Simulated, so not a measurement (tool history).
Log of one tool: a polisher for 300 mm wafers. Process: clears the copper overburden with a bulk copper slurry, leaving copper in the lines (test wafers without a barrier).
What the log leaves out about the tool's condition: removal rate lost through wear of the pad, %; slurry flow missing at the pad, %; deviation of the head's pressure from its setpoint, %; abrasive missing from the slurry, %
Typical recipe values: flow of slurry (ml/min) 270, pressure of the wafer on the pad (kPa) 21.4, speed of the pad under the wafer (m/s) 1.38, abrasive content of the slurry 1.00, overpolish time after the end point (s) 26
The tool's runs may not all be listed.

| run | hour | flow of slurry (ml/min) | pressure of the wafer on the pad (kPa) | speed of the pad under the wafer (m/s) | abrasive content of the slurry | overpolish time after the end point (s) | wafers since the last listed run | wafers polished on this pad | hours since the slurry nozzle was cleaned | hours since the head pressure was calibrated | hours since the slurry blender was calibrated | incoming thickness of the incoming film, nm | time until the end point was called (s) | dishing of a wide line in a test structure (Å) |
|---|---|---|---|---|---|---|---|---|---|---|---|---|---|---|
| 1 | 0.0 | 270 | 21.4 | 1.38 | 1.00 | 26 | 0 | 116 | 82.4 | 86.2 | 174.2 | 1580.3 | 88.1 | 1336 |
|  | 13.0 | slurry blender recalibrated |
| 2 | 34.8 | 270 | 21.4 | 1.38 | 1.00 | 26 | 291 | 407 | 117.2 | 121.0 | 21.8 | 1588.4 | 86.3 | 1330 |
| 3 | 81.2 | 270 | 21.4 | 1.10 | 1.05 | 26 | 411 | 819 | 163.6 | 167.4 | 68.2 | 1571.9 | 108.1 | 1266 |
| 4 | 132.4 | 270 | 21.4 | 1.38 | 1.00 | 26 | 454 | 1273 | 214.8 | 218.6 | 119.4 | 1559.4 | 86.3 | 1313 |
|  | 151.0 | worn pad replaced by a new one |
| 5 | 160.9 | 270 | 21.4 | 1.38 | 1.00 | 26 | 217 | 87 | 243.3 | 247.1 | 147.9 | 1573.1 | 86.1 | 1341 |
|  | 170.9 | slurry nozzle cleaned |
|  | 217.2 | slurry blender recalibrated |
| 6 | 230.3 | 270 | 21.4 | 1.38 | 1.00 | 26 | 589 | 677 | 59.4 | 316.5 | 13.1 | 1545.0 | 85.1 | 1307 |
| 7 | 265.6 | 270 | 21.4 | 1.38 | 1.00 | 26 | 313 | 990 | 94.7 | 351.8 | 48.4 | 1561.0 | 84.7 | 1350 |
| 8 | 325.2 | 270 | 21.4 | 1.38 | 1.00 | 26 | 528 | 1519 | 154.3 | 411.4 | 108.0 | 1541.3 | 83.9 | 1352 |
|  | 359.0 | worn pad replaced by a new one |
| 9 | 361.4 | 270 | 21.4 | 1.38 | 1.00 | 26 | 285 | 21 | 190.5 | 447.6 | 144.2 | 1570.7 | 84.6 | 1377 |
| 10 | 391.5 | 270 | 21.4 | 1.38 | 1.00 | 26 | 267 | 288 | 220.6 | 477.7 | 174.3 | 1569.7 | 82.6 | 1353 |
|  | 396.5 | slurry blender recalibrated |
| 11 | 435.7 | 270 | 21.4 | 1.38 | 1.00 | 26 | 374 | 663 | 264.8 | 521.9 | 39.2 | 1563.1 | 80.2 | 1377 |
|  | 443.5 | slurry nozzle cleaned |
| 12 | 477.6 | 270 | 21.4 | 1.38 | 0.90 | 26 | 362 | 1026 | 34.1 | 563.8 | 81.1 | 1579.3 | 85.6 | 1385 |
|  | 523.8 | worn pad replaced by a new one |
| 13 | 524.3 | 270 | 21.4 | 1.14 | 1.00 | 26 | 378 | 4 | 80.8 | 610.5 | 127.8 | 1563.4 | 97.0 | 1310 |
| 14 | 594.9 | 270 | 13.8 | 1.38 | 0.85 | 26 | 626 | 630 | 151.4 | 681.1 | 198.4 | 1563.9 | 130.2 | 1051 |
|  | 597.1 | slurry blender recalibrated |
| 15 | 664.1 | 240 | 26.9 | 1.38 | 0.70 | 26 | 596 | 1227 | 220.6 | 750.3 | 67.0 | 1590.6 | 72.9 | 1526 |
|  | 697.8 | slurry nozzle cleaned |
|  | 704.8 | worn pad replaced by a new one |
| 16 | 725.8 | 270 | 21.4 | 1.76 | 0.85 | 31 | 503 | 186 | 28.0 | 812.0 | 128.7 | 1551.0 | 63.1 | 1471 |
|  | 742.0 | head pressure recalibrated |
| 17 | 762.1 | 295 | 16.5 | 1.10 | 1.25 | 26 | 304 | 490 | 64.3 | 20.1 | 165.0 | 1583.6 | 133.8 | 1107 |
|  | 795.5 | slurry blender recalibrated |
| 18 | 855.0 | 210 | 26.2 | 1.38 | 0.85 | 10 | 806 | 1297 | 157.2 | 113.0 | 59.5 | 1571.7 | 79.1 | 1015 |
|  | 901.4 | worn pad replaced by a new one |
| 19 | 911.3 | 270 | 21.4 | 1.06 | 1.25 | 26 | 464 | 88 | 213.5 | 169.3 | 115.8 | 1603.3 | 105.1 | 1247 |
|  | 929.0 | slurry nozzle cleaned |
| 20 | 947.4 | 270 | 21.4 | 1.38 | 1.00 | 26 | 311 | 399 | 18.4 | 205.4 | 151.9 | 1563.0 | 86.4 | 1338 |

Each row is a separate what-if for the run after 20, all from the same tool condition, not one after another. Results?
| A | 947.9 | 270 | 21.4 | 1.38 | 0.80 | 26 | 4 | 404 | 18.9 | 205.9 | 152.4 | 1576.9 | ? | ? |
| B | 947.9 | 270 | 24.1 | 1.38 | 1.00 | 26 | 4 | 404 | 18.9 | 205.9 | 152.4 | 1576.9 | ? | ? |
| C | 947.9 | 270 | 16.5 | 1.02 | 0.70 | 26 | 4 | 404 | 18.9 | 205.9 | 152.4 | 1576.9 | ? | ? |
| D | 947.9 | 270 | 21.4 | 0.94 | 1.25 | 26 | 4 | 404 | 18.9 | 205.9 | 152.4 | 1576.9 | ? | ? |

| run | time until the end point was called (s) | dishing of a wide line in a test structure (Å) |
|---|---|---|
| A | 93.0 | 1283 |
| B | 76.6 | 1390 |
| C | 170.2 | 974 |
| D | 118.7 | 1200 |
Stripped of hidden state, with their random variation kept, the same runs would have yielded:
| run | time until the end point was called (s) | dishing of a wide line in a test structure (Å) |
|---|---|---|
| A | 95.7 | 1262 |
| B | 78.9 | 1369 |
| C | 175.2 | 955 |
| D | 122.2 | 1179 |

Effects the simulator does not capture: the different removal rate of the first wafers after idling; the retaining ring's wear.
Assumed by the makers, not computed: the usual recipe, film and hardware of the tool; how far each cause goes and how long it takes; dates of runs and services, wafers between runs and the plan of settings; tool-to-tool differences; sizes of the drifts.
